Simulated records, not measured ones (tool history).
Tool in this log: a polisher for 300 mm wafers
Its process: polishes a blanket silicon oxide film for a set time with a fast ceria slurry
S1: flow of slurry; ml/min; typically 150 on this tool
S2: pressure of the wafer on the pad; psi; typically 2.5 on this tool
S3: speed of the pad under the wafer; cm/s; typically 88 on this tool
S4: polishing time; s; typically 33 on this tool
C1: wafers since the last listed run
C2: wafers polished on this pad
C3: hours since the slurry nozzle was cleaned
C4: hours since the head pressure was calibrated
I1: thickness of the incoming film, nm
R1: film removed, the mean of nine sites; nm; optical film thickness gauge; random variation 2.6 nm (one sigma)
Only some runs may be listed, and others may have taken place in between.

{"run": 1, "hour": 0.0, "S1": 150, "S2": 2.5, "S3": 88, "S4": 33, "C1": 0, "C2": 646, "C3": 101.2, "C4": 1.6, "I1": 3963.6, "R1": 340.8}
{"run": 2, "hour": 47.9, "S1": 150, "S2": 2.5, "S3": 88, "S4": 33, "C1": 736, "C2": 1382, "C3": 149.1, "C4": 49.5, "I1": 4034.9, "R1": 330.6}
{"run": 3, "hour": 137.7, "S1": 150, "S2": 2.5, "S3": 88, "S4": 33, "C1": 1380, "C2": 2763, "C3": 238.9, "C4": 139.3, "I1": 4039.2, "R1": 327.8}
{"run": 4, "hour": 220.4, "S1": 150, "S2": 2.5, "S3": 88, "S4": 33, "C1": 1271, "C2": 4035, "C3": 321.6, "C4": 222.0, "I1": 3999.3, "R1": 317.1}
{"hour": 243.3, "done": "worn pad replaced by a new one"}
{"run": 5, "hour": 325.8, "S1": 150, "S2": 2.5, "S3": 88, "S4": 33, "C1": 1559, "C2": 1268, "C3": 427.0, "C4": 327.4, "I1": 3920.3, "R1": 328.7}
{"run": 6, "hour": 430.5, "S1": 150, "S2": 2.5, "S3": 88, "S4": 33, "C1": 1609, "C2": 2878, "C3": 531.7, "C4": 432.1, "I1": 3998.5, "R1": 323.4}
{"run": 7, "hour": 506.4, "S1": 150, "S2": 2.5, "S3": 88, "S4": 30, "C1": 1167, "C2": 4045, "C3": 607.6, "C4": 508.0, "I1": 3995.2, "R1": 293.1}
{"hour": 553.6, "done": "worn pad replaced by a new one"}
{"run": 8, "hour": 612.2, "S1": 150, "S2": 2.5, "S3": 88, "S4": 30, "C1": 1565, "C2": 900, "C3": 713.4, "C4": 613.8, "I1": 4031.7, "R1": 302.8}
{"hour": 637.0, "done": "slurry nozzle cleaned"}
{"run": 9, "hour": 674.9, "S1": 130, "S2": 3.1, "S3": 88, "S4": 33, "C1": 948, "C2": 1849, "C3": 37.9, "C4": 676.5, "I1": 3939.2, "R1": 396.7}
{"run": 10, "hour": 755.3, "S1": 130, "S2": 3.1, "S3": 88, "S4": 33, "C1": 1236, "C2": 3085, "C3": 118.3, "C4": 756.9, "I1": 3991.5, "R1": 389.0}
{"hour": 822.5, "done": "worn pad replaced by a new one"}
{"run": 11, "hour": 837.4, "S1": 150, "S2": 1.7, "S3": 88, "S4": 33, "C1": 1200, "C2": 229, "C3": 200.4, "C4": 839.0, "I1": 4042.3, "R1": 233.4}
{"hour": 905.1, "done": "head pressure recalibrated"}
{"run": 12, "hour": 914.8, "S1": 150, "S2": 2.5, "S3": 88, "S4": 33, "C1": 1159, "C2": 1389, "C3": 277.8, "C4": 9.7, "I1": 4036.1, "R1": 337.9}
{"run": 13, "hour": 964.4, "S1": 150, "S2": 2.9, "S3": 88, "S4": 33, "C1": 762, "C2": 2151, "C3": 327.4, "C4": 59.3, "I1": 4025.1, "R1": 387.9}
{"run": 14, "hour": 1046.3, "S1": 150, "S2": 2.5, "S3": 68, "S4": 33, "C1": 1259, "C2": 3411, "C3": 409.3, "C4": 141.2, "I1": 3984.7, "R1": 279.5}
{"run": 15, "hour": 1127.3, "S1": 150, "S2": 2.5, "S3": 88, "S4": 33, "C1": 1245, "C2": 4656, "C3": 490.3, "C4": 222.2, "I1": 4071.9, "R1": 316.4}
{"hour": 1168.8, "done": "worn pad replaced by a new one"}
{"run": 16, "hour": 1230.8, "S1": 150, "S2": 3.0, "S3": 88, "S4": 33, "C1": 1529, "C2": 953, "C3": 593.8, "C4": 325.7, "I1": 4052.7, "R1": 408.3}
{"run": 17, "hour": 1289.0, "S1": 150, "S2": 2.5, "S3": 88, "S4": 33, "C1": 894, "C2": 1848, "C3": 652.0, "C4": 383.9, "I1": 3944.2, "R1": 331.4}
{"hour": 1309.3, "done": "slurry nozzle cleaned"}
{"run": 18, "hour": 1357.4, "S1": 105, "S2": 3.3, "S3": 112, "S4": 42, "C1": 1036, "C2": 2885, "C3": 48.1, "C4": 452.3, "I1": 3964.0, "R1": 579.4}
{"run": 19, "hour": 1453.4, "S1": 150, "S2": 2.5, "S3": 74, "S4": 33, "C1": 1476, "C2": 4361, "C3": 144.1, "C4": 548.3, "I1": 4026.4, "R1": 286.2}

Forecast run 20:
{"hour": 1478.6, "done": "worn pad replaced by a new one"}
{"run": 20, "hour": 1520.0, "S1": 150, "S2": 2.5, "S3": 110, "S4": 33, "C1": 962, "C2": 637, "C3": 210.7, "C4": 614.9, "I1": 3971.2, "R1": "?"}

{"run 20": {"R1": 385.4}}
Without the tool's hidden state the same run would have given R1 390.7 nm.
